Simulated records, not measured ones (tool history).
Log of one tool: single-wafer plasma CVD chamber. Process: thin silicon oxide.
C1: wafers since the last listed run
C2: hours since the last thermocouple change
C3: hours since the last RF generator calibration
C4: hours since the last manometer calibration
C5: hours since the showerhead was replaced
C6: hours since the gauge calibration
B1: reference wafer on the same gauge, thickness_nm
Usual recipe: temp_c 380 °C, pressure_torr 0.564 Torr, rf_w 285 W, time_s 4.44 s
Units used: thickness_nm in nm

run 1 day=0.000 | temp_c=380 pressure_torr=0.564 rf_w=285 time_s=4.44 | C1=0 C2=1541.7 C3=774.6 C4=975.8 C5=6008.4 C6=2244.9 | B1=5.995 | thickness_nm=5.450
run 2 day=6.162 | temp_c=380 pressure_torr=0.564 rf_w=285 time_s=4.44 | C1=2885 C2=1689.6 C3=922.5 C4=1123.7 C5=6156.3 C6=2392.8 | B1=5.991 | thickness_nm=5.484
run 3 day=7.288 | temp_c=392 pressure_torr=0.564 rf_w=285 time_s=4.44 | C1=526 C2=1716.6 C3=949.5 C4=1150.7 C5=6183.3 C6=2419.8 | B1=5.991 | thickness_nm=5.430
run 4 day=9.221 | temp_c=392 pressure_torr=0.564 rf_w=285 time_s=4.44 | C1=905 C2=1763.0 C3=995.9 C4=1197.1 C5=6229.7 C6=2466.2 | B1=5.985 | thickness_nm=5.388
run 5 day=10.842 | temp_c=392 pressure_torr=0.564 rf_w=285 time_s=4.44 | C1=758 C2=1801.9 C3=1034.8 C4=1236.0 C5=6268.6 C6=2505.1 | B1=5.991 | thickness_nm=5.436
-- day=11.417 thermocouple changed; heater temperature recalibrated
run 6 day=15.521 | temp_c=380 pressure_torr=0.498 rf_w=285 time_s=4.44 | C1=2034 C2=98.5 C3=1147.1 C4=1348.3 C5=6380.9 C6=2617.4 | B1=5.991 | thickness_nm=4.853
run 7 day=18.017 | temp_c=380 pressure_torr=0.564 rf_w=285 time_s=4.44 | C1=1168 C2=158.4 C3=1207.0 C4=1408.2 C5=6440.8 C6=2677.3 | B1=5.988 | thickness_nm=5.458
run 8 day=20.458 | temp_c=380 pressure_torr=0.564 rf_w=285 time_s=4.44 | C1=1143 C2=217.0 C3=1265.6 C4=1466.8 C5=6499.4 C6=2735.9 | B1=5.991 | thickness_nm=5.478
run 9 day=23.383 | temp_c=380 pressure_torr=0.564 rf_w=285 time_s=4.44 | C1=1369 C2=287.2 C3=1335.8 C4=1537.0 C5=6569.6 C6=2806.1 | B1=5.991 | thickness_nm=5.509
run 10 day=26.150 | temp_c=380 pressure_torr=0.424 rf_w=285 time_s=4.94 | C1=1295 C2=353.6 C3=1402.2 C4=1603.4 C5=6636.0 C6=2872.5 | B1=5.990 | thickness_nm=4.577
-- day=27.496 gauge calibrated
-- day=28.371 capacitance manometer re-zeroed and calibrated
run 11 day=32.033 | temp_c=380 pressure_torr=0.522 rf_w=230 time_s=4.44 | C1=2598 C2=494.8 C3=1543.4 C4=87.9 C5=6777.2 C6=108.9 | B1=5.992 | thickness_nm=4.484
run 12 day=35.021 | temp_c=380 pressure_torr=0.564 rf_w=285 time_s=4.44 | C1=1398 C2=566.5 C3=1615.1 C4=159.6 C5=6848.9 C6=180.6 | B1=5.990 | thickness_nm=5.438
-- day=35.462 showerhead replaced, of another model than before
run 13 day=36.754 | temp_c=380 pressure_torr=0.564 rf_w=260 time_s=3.84 | C1=655 C2=608.1 C3=1656.7 C4=201.2 C5=31.0 C6=222.2 | B1=5.990 | thickness_nm=4.346
run 14 day=39.196 | temp_c=380 pressure_torr=0.564 rf_w=285 time_s=4.44 | C1=1143 C2=666.7 C3=1715.3 C4=259.8 C5=89.6 C6=280.8 | B1=5.988 | thickness_nm=5.431
run 15 day=40.338 | temp_c=380 pressure_torr=0.498 rf_w=285 time_s=4.44 | C1=534 C2=694.1 C3=1742.7 C4=287.2 C5=117.0 C6=308.2 | B1=5.987 | thickness_nm=5.045
run 16 day=42.871 | temp_c=380 pressure_torr=0.564 rf_w=285 time_s=4.44 | C1=1186 C2=754.9 C3=1803.5 C4=348.0 C5=177.8 C6=369.0 | B1=5.990 | thickness_nm=5.444
run 17 day=44.508 | temp_c=380 pressure_torr=0.564 rf_w=285 time_s=4.44 | C1=766 C2=794.2 C3=1842.8 C4=387.3 C5=217.1 C6=408.3 | B1=5.987 | thickness_nm=5.423
run 18 day=45.642 | temp_c=376 pressure_torr=0.484 rf_w=240 time_s=4.94 | C1=530 C2=821.4 C3=1870.0 C4=414.5 C5=244.3 C6=435.5 | B1=5.988 | thickness_nm=4.777
run 19 day=48.254 | temp_c=375 pressure_torr=0.443 rf_w=265 time_s=4.87 | C1=1223 C2=884.1 C3=1932.7 C4=477.2 C5=307.0 C6=498.2 | B1=5.986 | thickness_nm=4.867
-- day=49.333 RF generator calibrated
run 20 day=50.900 | temp_c=374 pressure_torr=0.632 rf_w=230 time_s=3.84 | C1=1082 C2=947.6 C3=37.6 C4=540.7 C5=370.5 C6=561.7 | B1=5.990 | thickness_nm=4.168
run 21 day=52.625 | temp_c=380 pressure_torr=0.564 rf_w=285 time_s=4.44 | C1=807 C2=989.0 C3=79.0 C4=582.1 C5=411.9 C6=603.1 | B1=5.985 | thickness_nm=5.450
run 22 day=55.521 | temp_c=380 pressure_torr=0.564 rf_w=285 time_s=4.44 | C1=1355 C2=1058.5 C3=148.5 C4=651.6 C5=481.4 C6=672.6 | B1=5.993 | thickness_nm=5.453
run 23 day=57.804 | temp_c=367 pressure_torr=0.564 rf_w=285 time_s=4.80 | C1=1069 C2=1113.3 C3=203.3 C4=706.4 C5=536.2 C6=727.4 | B1=5.981 | thickness_nm=5.910
run 24 day=59.775 | temp_c=385 pressure_torr=0.564 rf_w=285 time_s=4.44 | C1=922 C2=1160.6 C3=250.6 C4=753.7 C5=583.5 C6=774.7 | B1=5.987 | thickness_nm=5.429
run 25 day=61.621 | temp_c=380 pressure_torr=0.564 rf_w=285 time_s=4.44 | C1=864 C2=1204.9 C3=294.9 C4=798.0 C5=627.8 C6=819.0 | B1=5.991 | thickness_nm=5.443
run 26 day=64.004 | temp_c=380 pressure_torr=0.564 rf_w=285 time_s=4.44 | C1=1115 C2=1262.1 C3=352.1 C4=855.2 C5=685.0 C6=876.2 | B1=5.992 | thickness_nm=5.460
run 27 day=66.538 | temp_c=369 pressure_torr=0.564 rf_w=285 time_s=4.44 | C1=1186 C2=1322.9 C3=412.9 C4=916.0 C5=745.8 C6=937.0 | B1=5.992 | thickness_nm=5.487
run 28 day=74.496 | temp_c=380 pressure_torr=0.469 rf_w=315 time_s=4.44 | C1=3726 C2=1513.9 C3=603.9 C4=1107.0 C5=936.8 C6=1128.0 | B1=5.986 | thickness_nm=5.197
run 29 day=76.304 | temp_c=380 pressure_torr=0.477 rf_w=230 time_s=5.12 | C1=846 C2=1557.3 C3=647.3 C4=1150.4 C5=980.2 C6=1171.4 | B1=5.990 | thickness_nm=4.708
run 30 day=78.100 | temp_c=380 pressure_torr=0.564 rf_w=335 time_s=4.44 | C1=840 C2=1600.4 C3=690.4 C4=1193.5 C5=1023.3 C6=1214.5 | B1=5.988 | thickness_nm=6.091

Forecast each of these 3 alternatives for the next run:
run A day=78.117 | temp_c=380 pressure_torr=0.564 rf_w=285 time_s=4.17 | C1=7 C2=1600.8 C3=690.8 C4=1193.9 C5=1023.7 C6=1214.9 | B1=? | thickness_nm=?
run B day=78.117 | temp_c=386 pressure_torr=0.515 rf_w=335 time_s=4.02 | C1=7 C2=1600.8 C3=690.8 C4=1193.9 C5=1023.7 C6=1214.9 | B1=? | thickness_nm=?
run C day=78.117 | temp_c=380 pressure_torr=0.485 rf_w=285 time_s=4.44 | C1=7 C2=1600.8 C3=690.8 C4=1193.9 C5=1023.7 C6=1214.9 | B1=? | thickness_nm=?

run=A B1=5.993 thickness_nm=5.146
run=B B1=5.993 thickness_nm=5.191
run=C B1=5.993 thickness_nm=4.996
With no hidden state in the tool, these same runs would have given:
run=A thickness_nm=5.095
run=B thickness_nm=5.139
run=C thickness_nm=4.946

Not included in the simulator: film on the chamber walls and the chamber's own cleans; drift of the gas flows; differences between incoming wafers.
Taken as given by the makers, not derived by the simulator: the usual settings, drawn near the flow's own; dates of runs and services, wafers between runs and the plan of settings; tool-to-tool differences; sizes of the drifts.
